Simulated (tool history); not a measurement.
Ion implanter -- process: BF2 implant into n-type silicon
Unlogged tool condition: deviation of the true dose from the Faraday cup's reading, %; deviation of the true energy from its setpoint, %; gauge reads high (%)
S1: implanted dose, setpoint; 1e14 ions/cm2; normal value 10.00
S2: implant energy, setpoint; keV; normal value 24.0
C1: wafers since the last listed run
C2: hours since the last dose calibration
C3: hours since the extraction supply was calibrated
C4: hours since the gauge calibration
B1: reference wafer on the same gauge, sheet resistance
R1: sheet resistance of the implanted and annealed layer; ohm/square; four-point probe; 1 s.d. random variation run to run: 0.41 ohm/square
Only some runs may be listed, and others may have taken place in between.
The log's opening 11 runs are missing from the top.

run	day	S1	S2	C1	C2	C3	C4	B1	R1
# day 9.938: gauge calibrated
12	10.467	7.95	24.0	429	808.3	2347.6	12.7	185.04	185.19
13	11.583	7.95	24.0	477	835.1	2374.4	39.5	184.94	185.24
14	12.854	7.73	24.0	543	865.6	2404.9	70.0	184.93	187.88
15	14.288	10.00	24.0	613	900.0	2439.3	104.4	184.99	163.11
# day 15.100: extraction supply calibrated
16	15.121	12.11	24.0	213	920.0	0.5	124.4	185.03	150.14
17	15.967	10.00	24.0	361	940.3	20.8	144.7	185.00	162.42
# day 16.817: Faraday cup replaced and dose calibrated
18	16.888	8.52	30.5	251	1.7	42.9	166.8	184.94	170.24
19	18.333	10.94	24.0	618	36.4	77.6	201.5	185.01	159.28

Run 20 is up next; what results do you expect?
20	19.271	12.60	27.5	401	58.9	100.1	224.0	?	?

{"run 20": {"B1": 185.05, "R1": 143.81}}
Without the tool's hidden state the same run would have given R1 143.91 ohm/square.
